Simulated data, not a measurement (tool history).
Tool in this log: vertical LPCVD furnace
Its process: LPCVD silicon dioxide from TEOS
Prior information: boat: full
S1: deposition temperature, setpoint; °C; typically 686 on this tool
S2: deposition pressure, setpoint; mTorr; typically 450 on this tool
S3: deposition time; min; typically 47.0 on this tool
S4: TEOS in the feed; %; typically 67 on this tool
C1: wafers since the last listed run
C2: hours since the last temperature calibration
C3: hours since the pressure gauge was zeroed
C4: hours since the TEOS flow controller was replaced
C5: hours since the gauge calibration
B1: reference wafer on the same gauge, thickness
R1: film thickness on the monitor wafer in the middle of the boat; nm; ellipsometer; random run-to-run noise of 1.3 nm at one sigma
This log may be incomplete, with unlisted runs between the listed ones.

run    hour   S1   S2    S3  S4    C1      C2      C3      C4      C5      B1      R1
  1     0.0  686  450  47.0  67     0  3097.4  2557.9  5220.3   759.9  225.28  268.92
  2    96.9  686  495  47.0  67  1588  3194.3  2654.8  5317.2   856.8  224.81  283.88
  3   153.8  686  495  47.0  67   933  3251.2  2711.7  5374.1   913.7  224.72  281.99
  4   259.5  686  450  47.0  67  1733  3356.9  2817.4  5479.8  1019.4  225.49  268.86
  5   348.6  686  450  47.0  67  1461  3446.0  2906.5  5568.9  1108.5  224.88  268.05
  6   431.2  686  450  47.0  67  1354  3528.6  2989.1  5651.5  1191.1  224.77  269.26
  7   522.7  686  450  47.0  72  1500  3620.1  3080.6  5743.0  1282.6  224.77  280.33
  8   600.6  686  450  47.0  67  1277  3698.0  3158.5  5820.9  1360.5  224.95  270.86
  9   642.8  686  450  40.5  70   691  3740.2  3200.7  5863.1  1402.7  224.60  238.91
 10   697.2  686  450  40.5  70   892  3794.6  3255.1  5917.5  1457.1  224.86  238.25
      745.8  -- pressure gauge zeroed
 11   753.9  693  450  53.5  67   536  3851.3     8.1  5974.2  1513.8  225.22  359.30
 12   795.5  693  450  53.5  67   682  3892.9    49.7  6015.8  1555.4  224.83  356.80
 13   894.4  693  450  53.5  67  1621  3991.8   148.6  6114.7  1654.3  224.72  353.57
 14   982.4  686  450  47.0  74  1442  4079.8   236.6  6202.7  1742.3  225.18  279.63
 15  1038.1  686  450  47.0  74   913  4135.5   292.3  6258.4  1798.0  224.65  279.12
 16  1083.9  691  380  38.0  67   751  4181.3   338.1  6304.2  1843.8  225.10  222.05
 17  1175.1  676  550  58.0  55  1495  4272.5   429.3  6395.4  1935.0  224.74  257.25
 18  1219.0  680  415  56.5  72   719  4316.4   473.2  6439.3  1978.9  224.83  274.84
     1258.5  -- TEOS flow controller replaced
 19  1271.4  686  420  47.0  67   465  4368.8   525.6    12.9  2031.3  224.82  256.13
     1299.9  -- thermocouples replaced and temperature profile calibrated
 20  1374.8  686  515  47.0  67  1301    74.9   629.0   116.3  2134.7  225.33  286.80
 21  1433.7  693  450  53.5  67   965   133.8   687.9   175.2  2193.6  224.90  355.19
 22  1522.9  691  450  34.5  58  1462   223.0   777.1   264.4  2282.8  224.73  203.12
 23  1570.4  686  415  29.0  57   778   270.5   824.6   311.9  2330.3  225.30  145.92
     1580.2  -- gauge calibrated
 24  1657.4  686  450  47.0  67  1426   357.5   911.6   398.9    77.2  224.96  268.20
 25  1733.1  686  450  47.0  67  1241   433.2   987.3   474.6   152.9  224.48  265.36
 26  1790.1  686  540  47.0  67   934   490.2  1044.3   531.6   209.9  224.94  290.63
 27  2089.6  686  450  36.0  78  4911   789.7  1343.8   831.1   509.4  225.21  218.29
 28  2191.5  686  505  47.0  67  1670   891.6  1445.7   933.0   611.3  225.29  282.77
 29  2258.3  689  525  34.5  55  1095   958.4  1512.5   999.8   678.1  225.21  205.26
 30  2311.2  686  450  65.0  67   867  1011.3  1565.4  1052.7   731.0  224.83  370.34

4 ways to go on from here, each from the tool as it stands after run 30. What would each give?
  A  2316.7  686  450  47.0  80  90  1016.8  1570.9  1058.2  736.5   ?   ?
  B  2316.7  678  415  56.5  58  90  1016.8  1570.9  1058.2  736.5   ?   ?
  C  2316.7  682  485  47.0  67  90  1016.8  1570.9  1058.2  736.5   ?   ?
  D  2316.7  679  490  42.0  67  90  1016.8  1570.9  1058.2  736.5   ?   ?

run      B1      R1
  A  224.78  289.39
  B  224.78  234.62
  C  224.78  249.61
  D  224.78  208.47
With the hidden condition removed and each run's random variation left untouched, the same runs would have given:
run      R1
  A  287.43
  B  232.89
  C  248.03
  D  207.17
